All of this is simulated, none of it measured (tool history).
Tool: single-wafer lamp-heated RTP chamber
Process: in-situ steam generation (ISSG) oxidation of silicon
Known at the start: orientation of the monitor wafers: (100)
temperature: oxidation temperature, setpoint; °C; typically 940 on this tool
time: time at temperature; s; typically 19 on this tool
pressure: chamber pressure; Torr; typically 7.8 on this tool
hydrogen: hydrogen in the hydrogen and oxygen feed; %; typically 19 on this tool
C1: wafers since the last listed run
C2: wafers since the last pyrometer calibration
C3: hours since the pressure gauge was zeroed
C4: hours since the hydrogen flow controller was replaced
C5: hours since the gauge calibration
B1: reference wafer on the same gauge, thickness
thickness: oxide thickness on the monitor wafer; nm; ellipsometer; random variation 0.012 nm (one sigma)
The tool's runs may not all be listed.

run 1 hour=0 | temperature=940 time=19 pressure=7.5 hydrogen=19 | C1=0 C2=8285 C3=967.3 C4=1552.1 C5=631.1 | B1=4.732 | thickness=4.544
run 2 hour=52.3 | temperature=940 time=19 pressure=7.5 hydrogen=19 | C1=743 C2=9029 C3=1019.6 C4=1604.4 C5=683.4 | B1=4.731 | thickness=4.529
-- hour=79.6 pyrometer window cleaned and pyrometer calibrated
run 3 hour=100.8 | temperature=940 time=19 pressure=7.8 hydrogen=13 | C1=576 C2=301 C3=1068.1 C4=1652.9 C5=731.9 | B1=4.733 | thickness=4.176
run 4 hour=137.1 | temperature=940 time=19 pressure=7.8 hydrogen=13 | C1=516 C2=817 C3=1104.4 C4=1689.2 C5=768.2 | B1=4.729 | thickness=4.174
run 5 hour=164 | temperature=940 time=19 pressure=7.8 hydrogen=19 | C1=382 C2=1200 C3=1131.3 C4=1716.1 C5=795.1 | B1=4.727 | thickness=4.544
run 6 hour=224.8 | temperature=940 time=22 pressure=7.4 hydrogen=19 | C1=864 C2=2065 C3=1192.1 C4=1776.9 C5=855.9 | B1=4.73 | thickness=4.816
run 7 hour=264.8 | temperature=940 time=22 pressure=7.4 hydrogen=19 | C1=568 C2=2634 C3=1232.1 C4=1816.9 C5=895.9 | B1=4.729 | thickness=4.825
run 8 hour=317.4 | temperature=940 time=19 pressure=7.8 hydrogen=19 | C1=748 C2=3382 C3=1284.7 C4=1869.5 C5=948.5 | B1=4.729 | thickness=4.578
run 9 hour=388.5 | temperature=928 time=22 pressure=8.8 hydrogen=23 | C1=1011 C2=4393 C3=1355.8 C4=1940.6 C5=1019.6 | B1=4.729 | thickness=4.843
run 10 hour=432.5 | temperature=940 time=19 pressure=7.8 hydrogen=19 | C1=625 C2=5019 C3=1399.8 C4=1984.6 C5=1063.6 | B1=4.728 | thickness=4.559
run 11 hour=461.7 | temperature=940 time=19 pressure=7.8 hydrogen=19 | C1=415 C2=5434 C3=1429 C4=2013.8 C5=1092.8 | B1=4.731 | thickness=4.524
run 12 hour=506.3 | temperature=940 time=15 pressure=7.8 hydrogen=19 | C1=634 C2=6069 C3=1473.6 C4=2058.4 C5=1137.4 | B1=4.727 | thickness=4.168
run 13 hour=554.9 | temperature=958 time=16 pressure=7 hydrogen=24 | C1=691 C2=6760 C3=1522.2 C4=2107 C5=1186 | B1=4.73 | thickness=4.738
run 14 hour=583.2 | temperature=940 time=25 pressure=7.1 hydrogen=14 | C1=402 C2=7163 C3=1550.5 C4=2135.3 C5=1214.3 | B1=4.729 | thickness=4.765
run 15 hour=642.5 | temperature=953 time=19 pressure=7.8 hydrogen=19 | C1=843 C2=8006 C3=1609.8 C4=2194.6 C5=1273.6 | B1=4.73 | thickness=4.709
-- hour=738.2 pyrometer window cleaned and pyrometer calibrated
-- hour=807.3 hydrogen flow controller replaced
run 16 hour=835.4 | temperature=940 time=19 pressure=7.8 hydrogen=19 | C1=2516 C2=1268 C3=1802.7 C4=28.1 C5=1466.5 | B1=4.726 | thickness=4.525
run 17 hour=891.5 | temperature=927 time=19 pressure=7.8 hydrogen=19 | C1=797 C2=2066 C3=1858.8 C4=84.2 C5=1522.6 | B1=4.733 | thickness=4.355
run 18 hour=929 | temperature=926 time=19 pressure=7.8 hydrogen=19 | C1=533 C2=2599 C3=1896.3 C4=121.7 C5=1560.1 | B1=4.727 | thickness=4.339
run 19 hour=979.7 | temperature=959 time=19 pressure=8.4 hydrogen=28 | C1=721 C2=3321 C3=1947 C4=172.4 C5=1610.8 | B1=4.731 | thickness=5.233
-- hour=1000.7 gauge calibrated
run 20 hour=1035.6 | temperature=931 time=23 pressure=6.9 hydrogen=22 | C1=795 C2=4116 C3=2002.9 C4=228.3 C5=34.9 | B1=4.728 | thickness=4.89
run 21 hour=1074.7 | temperature=940 time=19 pressure=7.8 hydrogen=19 | C1=556 C2=4672 C3=2042 C4=267.4 C5=74 | B1=4.728 | thickness=4.53
run 22 hour=1130.6 | temperature=940 time=19 pressure=7.8 hydrogen=19 | C1=795 C2=5467 C3=2097.9 C4=323.3 C5=129.9 | B1=4.731 | thickness=4.508
-- hour=1195 pressure gauge zeroed
run 23 hour=1195.5 | temperature=940 time=23 pressure=7.8 hydrogen=11 | C1=809 C2=6276 C3=0.5 C4=388.2 C5=194.8 | B1=4.734 | thickness=4.361
-- hour=1282.5 pyrometer window cleaned and pyrometer calibrated
run 24 hour=1289.1 | temperature=927 time=25 pressure=7.8 hydrogen=19 | C1=1217 C2=93 C3=94.1 C4=481.8 C5=288.4 | B1=4.731 | thickness=4.897
run 25 hour=1358.1 | temperature=933 time=19 pressure=7 hydrogen=25 | C1=981 C2=1075 C3=163.1 C4=550.8 C5=357.4 | B1=4.735 | thickness=4.738
run 26 hour=1388.8 | temperature=940 time=12 pressure=7.8 hydrogen=16 | C1=436 C2=1511 C3=193.8 C4=581.5 C5=388.1 | B1=4.729 | thickness=3.649
run 27 hour=1439.8 | temperature=940 time=15 pressure=7.8 hydrogen=26 | C1=725 C2=2237 C3=244.8 C4=632.5 C5=439.1 | B1=4.728 | thickness=4.51
run 28 hour=1476.9 | temperature=927 time=19 pressure=7.8 hydrogen=19 | C1=527 C2=2764 C3=281.9 C4=669.6 C5=476.2 | B1=4.73 | thickness=4.406
run 29 hour=1506.5 | temperature=940 time=19 pressure=7.8 hydrogen=19 | C1=421 C2=3185 C3=311.5 C4=699.2 C5=505.8 | B1=4.732 | thickness=4.554
run 30 hour=1672.6 | temperature=946 time=19 pressure=7.8 hydrogen=28 | C1=2362 C2=5548 C3=477.6 C4=865.3 C5=671.9 | B1=4.726 | thickness=5.103
run 31 hour=1722.6 | temperature=940 time=13 pressure=9 hydrogen=14 | C1=711 C2=6259 C3=527.6 C4=915.3 C5=721.9 | B1=4.729 | thickness=3.661

Below, each run's measurement less what the same run would have read without the hidden state. Both values contain the same run-to-run variation, but the gauge's scatter may not be the same in both:
Hidden conditions of the tool in this case: true wafer temperature minus pyrometer reading, K; true pressure minus gauge reading, Torr; deviation of the hydrogen flow from its setpoint, %; gauge reads high (%).
run=1 thickness=+0.046
run=2 thickness=+0.046
run=3 thickness=+0.042
run=4 thickness=+0.042
run=5 thickness=+0.046
run=6 thickness=+0.05
run=7 thickness=+0.05
run=8 thickness=+0.048
run=9 thickness=+0.047
run=10 thickness=+0.048
run=11 thickness=+0.048
run=12 thickness=+0.046
run=13 thickness=+0.056
run=14 thickness=+0.05
run=15 thickness=+0.051
run=16 thickness=+0.01
run=17 thickness=+0.013
run=18 thickness=+0.014
run=19 thickness=+0.021
run=20 thickness=+0.024
run=21 thickness=+0.023
run=22 thickness=+0.025
run=23 thickness=+0.026
run=24 thickness=+0.033
run=25 thickness=+0.038
run=26 thickness=+0.03
run=27 thickness=+0.039
run=28 thickness=+0.036
run=29 thickness=+0.039
run=30 thickness=+0.049
run=31 thickness=+0.036

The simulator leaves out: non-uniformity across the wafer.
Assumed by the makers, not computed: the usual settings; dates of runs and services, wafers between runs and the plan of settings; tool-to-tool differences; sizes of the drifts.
